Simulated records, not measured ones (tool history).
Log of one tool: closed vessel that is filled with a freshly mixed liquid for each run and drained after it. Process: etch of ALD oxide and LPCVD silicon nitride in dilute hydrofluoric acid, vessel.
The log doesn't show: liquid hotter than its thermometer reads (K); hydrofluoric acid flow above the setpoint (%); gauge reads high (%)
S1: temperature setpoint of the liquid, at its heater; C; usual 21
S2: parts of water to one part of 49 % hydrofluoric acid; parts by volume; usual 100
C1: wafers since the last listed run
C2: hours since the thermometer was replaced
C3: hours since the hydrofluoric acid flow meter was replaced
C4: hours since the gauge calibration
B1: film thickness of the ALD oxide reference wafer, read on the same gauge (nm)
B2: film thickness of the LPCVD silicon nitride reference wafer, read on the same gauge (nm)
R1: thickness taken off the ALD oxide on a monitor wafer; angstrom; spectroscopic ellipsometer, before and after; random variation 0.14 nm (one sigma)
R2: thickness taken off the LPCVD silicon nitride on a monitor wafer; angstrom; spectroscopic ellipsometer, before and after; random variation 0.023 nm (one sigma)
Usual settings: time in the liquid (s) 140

Run 1, day 0: usual settings; C1 0; C2 1022; C3 1458.5; C4 133.3; B1 70.04; B2 39.994. Result: R1 289.1 angstrom, R2 6.24 angstrom.
Run 2, day 2.95: usual settings; C1 5483; C2 1092.8; C3 1529.3; C4 204.1; B1 69.96; B2 39.976. Result: R1 292.6 angstrom, R2 5.79 angstrom.
Run 3, day 4.212: usual settings; C1 2346; C2 1123.1; C3 1559.6; C4 234.4; B1 70.01; B2 39.993. Result: R1 291.6 angstrom, R2 5.6 angstrom.
Run 4, day 6.5: usual settings; C1 4252; C2 1178; C3 1614.5; C4 289.3; B1 69.98; B2 39.999. Result: R1 289.9 angstrom, R2 5.98 angstrom.
Run 5, day 8.029: usual settings; C1 2842; C2 1214.7; C3 1651.2; C4 326; B1 70; B2 40.005. Result: R1 288.8 angstrom, R2 5.73 angstrom.
At day 8.2: thermometer replaced.
Run 6, day 10.688: usual settings; C1 4864; C2 59.7; C3 1715; C4 389.8; B1 69.98; B2 39.999. Result: R1 291.6 angstrom, R2 6.01 angstrom.
Run 7, day 12.333: usual settings; C1 3059; C2 99.2; C3 1754.5; C4 429.3; B1 69.98; B2 39.998. Result: R1 291.5 angstrom, R2 5.83 angstrom.
Run 8, day 15.171: usual settings; C1 5274; C2 167.3; C3 1822.6; C4 497.4; B1 69.99; B2 40.016. Result: R1 289.3 angstrom, R2 5.61 angstrom.
Run 9, day 17.725: usual settings but S1 19 C, S2 65 parts by volume; C1 4748; C2 228.6; C3 1883.9; C4 558.7; B1 70.02; B2 40.002. Result: R1 426.4 angstrom, R2 7.84 angstrom.
Run 10, day 20.038: usual settings but S1 18.5 C, S2 70 parts by volume, time in the liquid (s) 215; C1 4298; C2 284.1; C3 1939.4; C4 614.2; B1 69.99; B2 40.005. Result: R1 597.4 angstrom, R2 9.89 angstrom.
Run 11, day 22.325: usual settings but time in the liquid (s) 80; C1 4252; C2 339; C3 1994.3; C4 669.1; B1 70.04; B2 40.008. Result: R1 165 angstrom, R2 3.33 angstrom.
Run 12, day 24.762: usual settings but S1 18 C, S2 115 parts by volume, time in the liquid (s) 95; C1 4531; C2 397.5; C3 2052.8; C4 727.6; B1 69.99; B2 40.009. Result: R1 147.6 angstrom, R2 2.8 angstrom.
At day 25.092: gauge calibrated.
Run 13, day 26.383: usual settings; C1 3013; C2 436.4; C3 2091.7; C4 31; B1 70; B2 39.971. Result: R1 289.4 angstrom, R2 5.26 angstrom.
At day 26.892: hydrofluoric acid flow meter replaced.
Run 14, day 28.304: usual settings but S1 18 C; C1 3493; C2 482.5; C3 33.9; C4 77.1; B1 70.03; B2 40.017. Result: R1 254.9 angstrom, R2 4.73 angstrom.
Run 15, day 29.504: usual settings but S2 125 parts by volume, time in the liquid (s) 170; C1 2230; C2 511.3; C3 62.7; C4 105.9; B1 69.98; B2 39.994. Result: R1 272.9 angstrom, R2 5.8 angstrom.
Run 16, day 31.304: usual settings but time in the liquid (s) 80; C1 3346; C2 554.5; C3 105.9; C4 149.1; B1 69.99; B2 40.003. Result: R1 167.2 angstrom, R2 3.56 angstrom.
Run 17, day 33.829: usual settings but S1 17.5 C, S2 60 parts by volume; C1 4693; C2 615.1; C3 166.5; C4 209.7; B1 69.97; B2 40.002. Result: R1 438.7 angstrom, R2 7.55 angstrom.
Run 18, day 35.817: usual settings; C1 3694; C2 662.8; C3 214.2; C4 257.4; B1 70.01; B2 39.992. Result: R1 290.1 angstrom, R2 5.42 angstrom.
Run 19, day 38.604: usual settings but S1 24.5 C, S2 65 parts by volume, time in the liquid (s) 70; C1 5181; C2 729.7; C3 281.1; C4 324.3; B1 70.01; B2 39.978. Result: R1 270.3 angstrom, R2 5.34 angstrom.
Run 20, day 40.604: usual settings but S1 23.5 C; C1 3717; C2 777.7; C3 329.1; C4 372.3; B1 70.01; B2 40.004. Result: R1 322.8 angstrom, R2 6.64 angstrom.
Run 21, day 43.304: usual settings but S1 19.5 C, S2 80 parts by volume, time in the liquid (s) 120; C1 5019; C2 842.5; C3 393.9; C4 437.1; B1 70.02; B2 40.006. Result: R1 297.3 angstrom, R2 5.72 angstrom.
Run 22, day 45.317: usual settings but S2 50 parts by volume; C1 3741; C2 890.8; C3 442.2; C4 485.4; B1 70.02; B2 40.01. Result: R1 618.5 angstrom, R2 11.68 angstrom.
Run 23, day 47.662: usual settings but S1 26 C, S2 60 parts by volume; C1 4360; C2 947.1; C3 498.5; C4 541.7; B1 69.99; B2 40.013. Result: R1 624.2 angstrom, R2 13.3 angstrom.
Run 24, day 48.983: usual settings; C1 2455; C2 978.8; C3 530.2; C4 573.4; B1 70.04; B2 39.997. Result: R1 288.7 angstrom, R2 6 angstrom.
Run 25, day 51.242: usual settings but S1 18.5 C, S2 85 parts by volume, time in the liquid (s) 80; C1 4198; C2 1033; C3 584.4; C4 627.6; B1 70.02; B2 40.001. Result: R1 177.9 angstrom, R2 3.14 angstrom.

Hidden state at the last listed run before each entry between runs and at the first one after, where it differs:
Between runs 5 and 6: thermometer replaced (day 8.2)
  no hidden state differs between the two runs
Between runs 12 and 13: gauge calibrated (day 25.092)
  no hidden state differs between the two runs
Between runs 13 and 14: hydrofluoric acid flow meter replaced (day 26.892)
  no hidden state differs between the two runs
